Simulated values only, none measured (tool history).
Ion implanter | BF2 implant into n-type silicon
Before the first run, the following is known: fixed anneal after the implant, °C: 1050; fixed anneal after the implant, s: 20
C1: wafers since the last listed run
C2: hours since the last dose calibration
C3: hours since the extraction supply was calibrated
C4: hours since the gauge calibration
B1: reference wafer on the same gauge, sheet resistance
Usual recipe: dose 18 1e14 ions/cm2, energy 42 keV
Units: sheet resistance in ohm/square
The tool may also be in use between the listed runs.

run 1 hour=0 | dose=18 energy=42 | C1=0 C2=1399.3 C3=4749.4 C4=42.8 | B1=100.94 | sheet_resistance=92.49
run 2 hour=67.4 | dose=14.22 energy=42 | C1=1276 C2=1466.7 C3=4816.8 C4=110.2 | B1=100.88 | sheet_resistance=102.37
run 3 hour=114.1 | dose=14.22 energy=42 | C1=884 C2=1513.4 C3=4863.5 C4=156.9 | B1=100.87 | sheet_resistance=102.77
run 4 hour=171.2 | dose=18 energy=42 | C1=1081 C2=1570.5 C3=4920.6 C4=214 | B1=100.86 | sheet_resistance=92.77
run 5 hour=202.8 | dose=18 energy=42 | C1=598 C2=1602.1 C3=4952.2 C4=245.6 | B1=100.92 | sheet_resistance=92.5
run 6 hour=248.3 | dose=18 energy=42 | C1=861 C2=1647.6 C3=4997.7 C4=291.1 | B1=100.88 | sheet_resistance=92.69
-- hour=376.4 extraction supply calibrated
-- hour=395 Faraday cup replaced and dose calibrated
run 7 hour=456.7 | dose=16.75 energy=47 | C1=3642 C2=61.7 C3=80.3 C4=499.5 | B1=101.01 | sheet_resistance=93.19
run 8 hour=522 | dose=18 energy=42 | C1=1236 C2=127 C3=145.6 C4=564.8 | B1=100.93 | sheet_resistance=93.39
run 9 hour=554 | dose=18 energy=42 | C1=605 C2=159 C3=177.6 C4=596.8 | B1=100.96 | sheet_resistance=93.42
run 10 hour=586.5 | dose=18 energy=42 | C1=615 C2=191.5 C3=210.1 C4=629.3 | B1=100.89 | sheet_resistance=93.98
-- hour=622.4 Faraday cup replaced and dose calibrated, repeated, since the last time left the tool worse
run 11 hour=622.9 | dose=18 energy=42 | C1=537 C2=0.5 C3=246.5 C4=665.7 | B1=100.83 | sheet_resistance=91.23
run 12 hour=655.8 | dose=18 energy=53.5 | C1=622 C2=33.4 C3=279.4 C4=698.6 | B1=100.95 | sheet_resistance=84.21
run 13 hour=715.4 | dose=13.98 energy=53 | C1=1128 C2=93 C3=339 C4=758.2 | B1=100.85 | sheet_resistance=96.85
run 14 hour=754.7 | dose=18 energy=42 | C1=744 C2=132.3 C3=378.3 C4=797.5 | B1=100.92 | sheet_resistance=91.59
run 15 hour=803.9 | dose=15.31 energy=51.5 | C1=931 C2=181.5 C3=427.5 C4=846.7 | B1=100.82 | sheet_resistance=92.82
run 16 hour=862.8 | dose=16.37 energy=37 | C1=1115 C2=240.4 C3=486.4 C4=905.6 | B1=100.91 | sheet_resistance=98.95
run 17 hour=906.6 | dose=21.71 energy=50.5 | C1=829 C2=284.2 C3=530.2 C4=949.4 | B1=100.77 | sheet_resistance=80.27
run 18 hour=977.9 | dose=18 energy=42 | C1=1349 C2=355.5 C3=601.5 C4=1020.7 | B1=100.93 | sheet_resistance=91.91
-- hour=984.1 gauge calibrated
run 19 hour=1086.7 | dose=21.21 energy=50.5 | C1=2059 C2=464.3 C3=710.3 C4=102.6 | B1=101.03 | sheet_resistance=81.05
run 20 hour=1118.3 | dose=16.54 energy=33 | C1=598 C2=495.9 C3=741.9 C4=134.2 | B1=100.93 | sheet_resistance=102.14
run 21 hour=1150.1 | dose=13.34 energy=48.5 | C1=602 C2=527.7 C3=773.7 C4=166 | B1=100.96 | sheet_resistance=102.4
run 22 hour=1203.2 | dose=16.4 energy=31 | C1=1005 C2=580.8 C3=826.8 C4=219.1 | B1=100.87 | sheet_resistance=104.99
run 23 hour=1249.3 | dose=14.91 energy=42 | C1=872 C2=626.9 C3=872.9 C4=265.2 | B1=101 | sheet_resistance=99.53

Each row is a separate what-if for the run after 23, all from the same tool condition, not one after another. Results?
run A hour=1249.7 | dose=18 energy=42 | C1=7 C2=627.3 C3=873.3 C4=265.6 | B1=? | sheet_resistance=?
run B hour=1249.7 | dose=12.78 energy=53.5 | C1=7 C2=627.3 C3=873.3 C4=265.6 | B1=? | sheet_resistance=?
run C hour=1249.7 | dose=15.94 energy=37.5 | C1=7 C2=627.3 C3=873.3 C4=265.6 | B1=? | sheet_resistance=?
run D hour=1249.7 | dose=19.43 energy=42 | C1=7 C2=627.3 C3=873.3 C4=265.6 | B1=? | sheet_resistance=?

run=A B1=100.86 sheet_resistance=92.09
run=B B1=100.86 sheet_resistance=103.86
run=C B1=100.86 sheet_resistance=99.99
run=D B1=100.86 sheet_resistance=89.74
What these runs would have given with no unlogged condition in the tool:
run=A sheet_resistance=91.48
run=B sheet_resistance=102.53
run=C sheet_resistance=99.25
run=D sheet_resistance=89.22
